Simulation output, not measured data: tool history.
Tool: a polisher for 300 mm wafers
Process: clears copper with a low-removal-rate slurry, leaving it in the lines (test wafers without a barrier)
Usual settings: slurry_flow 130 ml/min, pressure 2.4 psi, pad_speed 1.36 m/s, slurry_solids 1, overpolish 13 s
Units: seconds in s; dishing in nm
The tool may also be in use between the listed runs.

| run | day | slurry_flow | pressure | pad_speed | slurry_solids | overpolish | wafers since the last listed run | wafers polished on this pad | hours since the slurry nozzle was cleaned | hours since the head pressure was calibrated | hours since the slurry blender was calibrated | incoming thickness of the incoming film, nm | seconds | dishing |
|---|---|---|---|---|---|---|---|---|---|---|---|---|---|---|
| 1 | 0 | 95 | 2.4 | 1.36 | 1 | 13 | 0 | 4338 | 336.2 | 445.4 | 262.3 | 534.9 | 161.9 | 30.5 |
|  | 1.508 | worn pad replaced by a new one |
| 2 | 4.433 | 95 | 2.4 | 1.36 | 1 | 13 | 679 | 465 | 442.6 | 551.8 | 368.7 | 538.4 | 170.3 | 30 |
| 3 | 6.167 | 130 | 2.4 | 1.36 | 1 | 13 | 276 | 742 | 484.2 | 593.4 | 410.3 | 538.7 | 156.8 | 31.3 |
| 4 | 8.071 | 130 | 2.4 | 1.36 | 1 | 13 | 303 | 1045 | 529.9 | 639.1 | 456 | 542.2 | 160.9 | 31.4 |
| 5 | 10.038 | 130 | 2.4 | 1.36 | 1 | 13 | 313 | 1358 | 577.1 | 686.3 | 503.2 | 546.3 | 162.1 | 30.4 |
|  | 12.821 | head pressure recalibrated |
| 6 | 13.262 | 130 | 2.8 | 1.36 | 1 | 13 | 500 | 1859 | 654.5 | 10.6 | 580.6 | 541.8 | 138.5 | 34.8 |
|  | 13.362 | slurry nozzle cleaned |
| 7 | 15.096 | 130 | 2.4 | 1.36 | 1 | 13 | 285 | 2144 | 41.6 | 54.6 | 624.6 | 542.6 | 163 | 30.1 |
|  | 15.262 | slurry blender recalibrated |
| 8 | 17.104 | 130 | 2.4 | 1.36 | 1 | 13 | 306 | 2451 | 89.8 | 102.8 | 44.2 | 552.8 | 154.1 | 31.7 |
| 9 | 18.812 | 130 | 2.4 | 1.08 | 0.85 | 6 | 272 | 2723 | 130.8 | 143.8 | 85.2 | 546.6 | 198.2 | 12.3 |
|  | 25.075 | worn pad replaced by a new one |
| 10 | 31.033 | 130 | 1.8 | 0.92 | 1.1 | 13 | 1920 | 949 | 424.1 | 437.1 | 378.5 | 546.4 | 290.7 | 17.8 |
| 11 | 33.346 | 130 | 1.7 | 1.36 | 0.8 | 5 | 368 | 1317 | 479.6 | 492.6 | 434 | 548.7 | 246.9 | 8.8 |
| 12 | 34.879 | 130 | 2.4 | 1.68 | 1 | 13 | 244 | 1562 | 516.4 | 529.4 | 470.8 | 549.3 | 136.2 | 35.5 |
| 13 | 38.092 | 130 | 2.4 | 1.36 | 1 | 16 | 511 | 2073 | 593.5 | 606.5 | 547.9 | 551.3 | 167.4 | 36 |
|  | 40.479 | slurry nozzle cleaned |
|  | 40.892 | slurry blender recalibrated |
| 14 | 41.238 | 130 | 2.4 | 1.14 | 1 | 13 | 481 | 2554 | 18.2 | 682 | 8.3 | 548.7 | 179.9 | 28.3 |
| 15 | 45.533 | 130 | 3 | 1.36 | 1 | 13 | 684 | 3239 | 121.3 | 785.1 | 111.4 | 533.6 | 120 | 38.3 |
|  | 47.683 | worn pad replaced by a new one |
| 16 | 48.983 | 155 | 2.4 | 1.36 | 1 | 13 | 523 | 207 | 204.1 | 867.9 | 194.2 | 541.5 | 148.4 | 33.3 |
| 17 | 50.546 | 130 | 1.7 | 1.36 | 0.8 | 5 | 248 | 456 | 241.6 | 905.4 | 231.7 | 541.9 | 234.1 | 9 |
|  | 51.45 | head pressure recalibrated |
| 18 | 53.212 | 130 | 2.8 | 1.16 | 1.3 | 13 | 411 | 867 | 305.6 | 42.3 | 295.7 | 547.7 | 141.6 | 33.8 |
| 19 | 56.454 | 140 | 2.1 | 1.36 | 1 | 17 | 516 | 1384 | 383.4 | 120.1 | 373.5 | 547.3 | 182.7 | 34.8 |
| 20 | 58.696 | 100 | 2.9 | 1.84 | 1.15 | 13 | 357 | 1741 | 437.2 | 173.9 | 427.3 | 549.8 | 101.3 | 44.1 |
| 21 | 62.329 | 130 | 2.4 | 1.36 | 1 | 13 | 578 | 2319 | 524.4 | 261.1 | 514.5 | 540 | 157.4 | 30.3 |
|  | 64.996 | slurry blender recalibrated |
| 22 | 65.017 | 130 | 2.4 | 1.36 | 0.85 | 13 | 414 | 2734 | 588.9 | 325.6 | 0.5 | 544.1 | 159.6 | 30.8 |
| 23 | 67.142 | 130 | 3.1 | 1.36 | 1 | 13 | 338 | 3073 | 639.9 | 376.6 | 51.5 | 545.3 | 119.4 | 41 |
| 24 | 71.025 | 130 | 2.4 | 1.36 | 0.75 | 19 | 618 | 3691 | 733.1 | 469.8 | 144.7 | 546.2 | 170 | 39.1 |
|  | 71.571 | slurry nozzle cleaned |
|  | 73.421 | worn pad replaced by a new one |
| 25 | 74.238 | 165 | 2.4 | 1.36 | 1 | 13 | 478 | 130 | 64 | 546.9 | 221.8 | 538.5 | 146.9 | 32.4 |
| 26 | 77.608 | 130 | 2.1 | 1.62 | 1 | 13 | 536 | 667 | 144.9 | 627.8 | 302.7 | 543 | 151.3 | 32.8 |
| 27 | 85.117 | 130 | 2.4 | 1.36 | 1 | 13 | 1196 | 1863 | 325.1 | 808 | 482.9 | 544.9 | 162.4 | 31.2 |
|  | 86.846 | head pressure recalibrated |
| 28 | 89.129 | 110 | 2.4 | 1.2 | 1 | 13 | 625 | 2489 | 421.4 | 54.8 | 579.2 | 550 | 190.7 | 27 |

4 ways to go on from here, each from the tool as it stands after run 28. What would each give?
| A | 89.15 | 130 | 2.4 | 1.36 | 1 | 13 | 3 | 2492 | 421.9 | 55.3 | 579.7 | 546.9 | ? | ? |
| B | 89.15 | 130 | 2.4 | 0.92 | 1 | 6 | 3 | 2492 | 421.9 | 55.3 | 579.7 | 546.9 | ? | ? |
| C | 89.15 | 130 | 2.4 | 1.62 | 1 | 13 | 3 | 2492 | 421.9 | 55.3 | 579.7 | 546.9 | ? | ? |
| D | 89.15 | 155 | 2.4 | 1.36 | 0.8 | 5 | 3 | 2492 | 421.9 | 55.3 | 579.7 | 546.9 | ? | ? |

| run | seconds | dishing |
|---|---|---|
| A | 162.8 | 30.6 |
| B | 229.4 | 11.2 |
| C | 138.9 | 34.8 |
| D | 170.1 | 12.5 |
Without the tool's hidden state the same runs would have given:
| run | seconds | dishing |
|---|---|---|
| A | 148.5 | 33 |
| B | 209.3 | 12.2 |
| C | 126.8 | 37.5 |
| D | 155.9 | 13.6 |
